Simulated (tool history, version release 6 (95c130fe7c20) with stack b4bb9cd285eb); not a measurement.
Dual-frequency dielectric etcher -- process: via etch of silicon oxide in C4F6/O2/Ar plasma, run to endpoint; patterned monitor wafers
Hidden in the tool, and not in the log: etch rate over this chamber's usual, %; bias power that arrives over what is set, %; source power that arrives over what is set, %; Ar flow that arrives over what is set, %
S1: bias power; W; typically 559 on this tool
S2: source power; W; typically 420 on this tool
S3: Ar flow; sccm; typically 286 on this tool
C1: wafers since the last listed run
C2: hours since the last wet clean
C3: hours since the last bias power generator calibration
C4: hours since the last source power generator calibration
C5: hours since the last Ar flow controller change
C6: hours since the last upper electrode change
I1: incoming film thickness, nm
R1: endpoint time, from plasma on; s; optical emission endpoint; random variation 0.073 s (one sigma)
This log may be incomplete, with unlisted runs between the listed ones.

{"run": 1, "hour": 0.0, "S1": 559, "S2": 420, "S3": 286, "C1": 0, "C2": 188.5, "C3": 2334.4, "C4": 2180.7, "C5": 3603.3, "C6": 4823, "I1": 94.1, "R1": 20.4}
{"run": 2, "hour": 39.2, "S1": 559, "S2": 420, "S3": 286, "C1": 584, "C2": 227.7, "C3": 2373.6, "C4": 2219.9, "C5": 3642.5, "C6": 4862.2, "I1": 95.3, "R1": 20.8}
{"run": 3, "hour": 87.4, "S1": 559, "S2": 420, "S3": 286, "C1": 718, "C2": 275.9, "C3": 2421.8, "C4": 2268.1, "C5": 3690.7, "C6": 4910.4, "I1": 96.3, "R1": 21}
{"run": 4, "hour": 139.6, "S1": 559, "S2": 420, "S3": 286, "C1": 778, "C2": 328.1, "C3": 2474, "C4": 2320.3, "C5": 3742.9, "C6": 4962.6, "I1": 95.4, "R1": 20.8}
{"run": 5, "hour": 173.5, "S1": 559, "S2": 420, "S3": 286, "C1": 505, "C2": 362, "C3": 2507.9, "C4": 2354.2, "C5": 3776.8, "C6": 4996.5, "I1": 95.6, "R1": 20.8}
{"run": 6, "hour": 203.9, "S1": 559, "S2": 420, "S3": 286, "C1": 453, "C2": 392.4, "C3": 2538.3, "C4": 2384.6, "C5": 3807.2, "C6": 5026.9, "I1": 94.7, "R1": 20.7}
{"run": 7, "hour": 273.0, "S1": 559, "S2": 420, "S3": 286, "C1": 1030, "C2": 461.5, "C3": 2607.4, "C4": 2453.7, "C5": 3876.3, "C6": 5096, "I1": 94.3, "R1": 20.7}
{"run": 8, "hour": 321.0, "S1": 559, "S2": 420, "S3": 286, "C1": 715, "C2": 509.5, "C3": 2655.4, "C4": 2501.7, "C5": 3924.3, "C6": 5144, "I1": 94.6, "R1": 20.7}
{"run": 9, "hour": 362.7, "S1": 559, "S2": 420, "S3": 286, "C1": 621, "C2": 551.2, "C3": 2697.1, "C4": 2543.4, "C5": 3966, "C6": 5185.7, "I1": 94.8, "R1": 20.8}
{"run": 10, "hour": 420.2, "S1": 559, "S2": 420, "S3": 286, "C1": 857, "C2": 608.7, "C3": 2754.6, "C4": 2600.9, "C5": 4023.5, "C6": 5243.2, "I1": 96.4, "R1": 21.2}
{"hour": 467.3, "done": "wet clean of the chamber"}
{"run": 11, "hour": 467.8, "S1": 559, "S2": 420, "S3": 286, "C1": 351, "C2": 0.5, "C3": 2802.2, "C4": 2648.5, "C5": 4071.1, "C6": 5290.8, "I1": 96.7, "R1": 20.9}
{"hour": 493.7, "done": "upper electrode replaced, of another model than before"}
{"run": 12, "hour": 526.9, "S1": 559, "S2": 420, "S3": 286, "C1": 523, "C2": 59.6, "C3": 2861.3, "C4": 2707.6, "C5": 4130.2, "C6": 33.2, "I1": 95.1, "R1": 20.6}
{"run": 13, "hour": 558.5, "S1": 559, "S2": 420, "S3": 286, "C1": 471, "C2": 91.2, "C3": 2892.9, "C4": 2739.2, "C5": 4161.8, "C6": 64.8, "I1": 95.8, "R1": 20.8}
{"run": 14, "hour": 605.3, "S1": 559, "S2": 420, "S3": 286, "C1": 697, "C2": 138, "C3": 2939.7, "C4": 2786, "C5": 4208.6, "C6": 111.6, "I1": 94.9, "R1": 20.7}
{"hour": 639.4, "done": "source power generator calibrated"}
{"run": 15, "hour": 661.5, "S1": 559, "S2": 380, "S3": 237, "C1": 778, "C2": 194.2, "C3": 2995.9, "C4": 22.1, "C5": 4264.8, "C6": 167.8, "I1": 94.9, "R1": 20.4}
{"run": 16, "hour": 726.9, "S1": 559, "S2": 350, "S3": 355, "C1": 975, "C2": 259.6, "C3": 3061.3, "C4": 87.5, "C5": 4330.2, "C6": 233.2, "I1": 96.2, "R1": 22.3}
{"run": 17, "hour": 767.4, "S1": 559, "S2": 420, "S3": 286, "C1": 603, "C2": 300.1, "C3": 3101.8, "C4": 128, "C5": 4370.7, "C6": 273.7, "I1": 96.3, "R1": 21}
{"run": 18, "hour": 793.1, "S1": 693, "S2": 480, "S3": 286, "C1": 383, "C2": 325.8, "C3": 3127.5, "C4": 153.7, "C5": 4396.4, "C6": 299.4, "I1": 96.4, "R1": 19.6}
{"hour": 820.1, "done": "Ar flow controller replaced"}
{"run": 19, "hour": 827.1, "S1": 609, "S2": 500, "S3": 286, "C1": 417, "C2": 359.8, "C3": 3161.5, "C4": 187.7, "C5": 7, "C6": 333.4, "I1": 96.2, "R1": 19.9}
{"run": 20, "hour": 856.4, "S1": 559, "S2": 420, "S3": 286, "C1": 436, "C2": 389.1, "C3": 3190.8, "C4": 217, "C5": 36.3, "C6": 362.7, "I1": 94.6, "R1": 20.8}
{"hour": 916.8, "done": "bias power generator calibrated"}
{"run": 21, "hour": 917.3, "S1": 559, "S2": 510, "S3": 238, "C1": 848, "C2": 450, "C3": 0.5, "C4": 277.9, "C5": 97.2, "C6": 423.6, "I1": 95.3, "R1": 19.8}
{"run": 22, "hour": 970.3, "S1": 672, "S2": 330, "S3": 243, "C1": 790, "C2": 503, "C3": 53.5, "C4": 330.9, "C5": 150.2, "C6": 476.6, "I1": 94.9, "R1": 20.3}

Run 23 has not been measured yet. What should we expect?
{"run": 23, "hour": 1005.4, "S1": 559, "S2": 350, "S3": 355, "C1": 523, "C2": 538.1, "C3": 88.6, "C4": 366, "C5": 185.3, "C6": 511.7, "I1": 95.5, "R1": "?"}

Run 23 gave R1 22.3 s.
Without the tool's hidden state the same run would have given R1 21.8 s.
